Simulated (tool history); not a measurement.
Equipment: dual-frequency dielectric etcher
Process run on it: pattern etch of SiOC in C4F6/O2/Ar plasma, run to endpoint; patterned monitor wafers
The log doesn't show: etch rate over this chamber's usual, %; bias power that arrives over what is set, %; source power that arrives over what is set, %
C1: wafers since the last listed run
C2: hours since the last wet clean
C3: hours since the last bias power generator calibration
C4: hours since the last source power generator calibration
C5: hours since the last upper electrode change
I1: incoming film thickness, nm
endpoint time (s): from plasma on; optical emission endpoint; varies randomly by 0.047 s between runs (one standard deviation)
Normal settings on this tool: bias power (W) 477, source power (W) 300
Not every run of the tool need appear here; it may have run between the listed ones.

run 1 hour=0.0 | bias_power_(W)=410 source_power_(W)=300 | C1=0 C2=339.6 C3=657.9 C4=3836.9 C5=2719.8 | I1=43.21 | endpoint_time_(s)=16.3
-- hour=6.2 wet clean of the chamber
run 2 hour=65.1 | bias_power_(W)=410 source_power_(W)=300 | C1=918 C2=58.9 C3=723.0 C4=3902.0 C5=2784.9 | I1=42.85 | endpoint_time_(s)=16.5
run 3 hour=152.5 | bias_power_(W)=530 source_power_(W)=300 | C1=1362 C2=146.3 C3=810.4 C4=3989.4 C5=2872.3 | I1=42.91 | endpoint_time_(s)=15.2
run 4 hour=217.6 | bias_power_(W)=530 source_power_(W)=300 | C1=1015 C2=211.4 C3=875.5 C4=4054.5 C5=2937.4 | I1=42.95 | endpoint_time_(s)=15.2
run 5 hour=294.6 | bias_power_(W)=477 source_power_(W)=300 | C1=1200 C2=288.4 C3=952.5 C4=4131.5 C5=3014.4 | I1=42.83 | endpoint_time_(s)=15.5
-- hour=349.5 wet clean of the chamber
run 6 hour=361.3 | bias_power_(W)=477 source_power_(W)=300 | C1=665 C2=11.8 C3=1019.2 C4=4198.2 C5=3081.1 | I1=42.87 | endpoint_time_(s)=15.9
-- hour=511.8 source power generator calibrated
run 7 hour=590.6 | bias_power_(W)=544 source_power_(W)=250 | C1=3512 C2=241.1 C3=1248.5 C4=78.8 C5=3310.4 | I1=42.45 | endpoint_time_(s)=15.9
-- hour=653.7 upper electrode replaced
run 8 hour=654.2 | bias_power_(W)=544 source_power_(W)=250 | C1=617 C2=304.7 C3=1312.1 C4=142.4 C5=0.5 | I1=42.85 | endpoint_time_(s)=15.8
-- hour=708.2 wet clean of the chamber
run 9 hour=708.7 | bias_power_(W)=536 source_power_(W)=250 | C1=475 C2=0.5 C3=1366.6 C4=196.9 C5=55.0 | I1=42.84 | endpoint_time_(s)=16.3
run 10 hour=758.9 | bias_power_(W)=544 source_power_(W)=260 | C1=782 C2=50.7 C3=1416.8 C4=247.1 C5=105.2 | I1=42.53 | endpoint_time_(s)=15.8
-- hour=852.1 bias power generator calibrated
run 11 hour=862.4 | bias_power_(W)=582 source_power_(W)=300 | C1=1551 C2=154.2 C3=10.3 C4=350.6 C5=208.7 | I1=42.85 | endpoint_time_(s)=14.4

What does the tool deliver on the next run?
run 12 hour=921.3 | bias_power_(W)=510 source_power_(W)=380 | C1=918 C2=213.1 C3=69.2 C4=409.5 C5=267.6 | I1=42.86 | endpoint_time_(s)=?

Run 12 yielded endpoint time (s) 13.8.
The same run, on a tool lacking any hidden state, would have yielded endpoint time (s) 14.2.
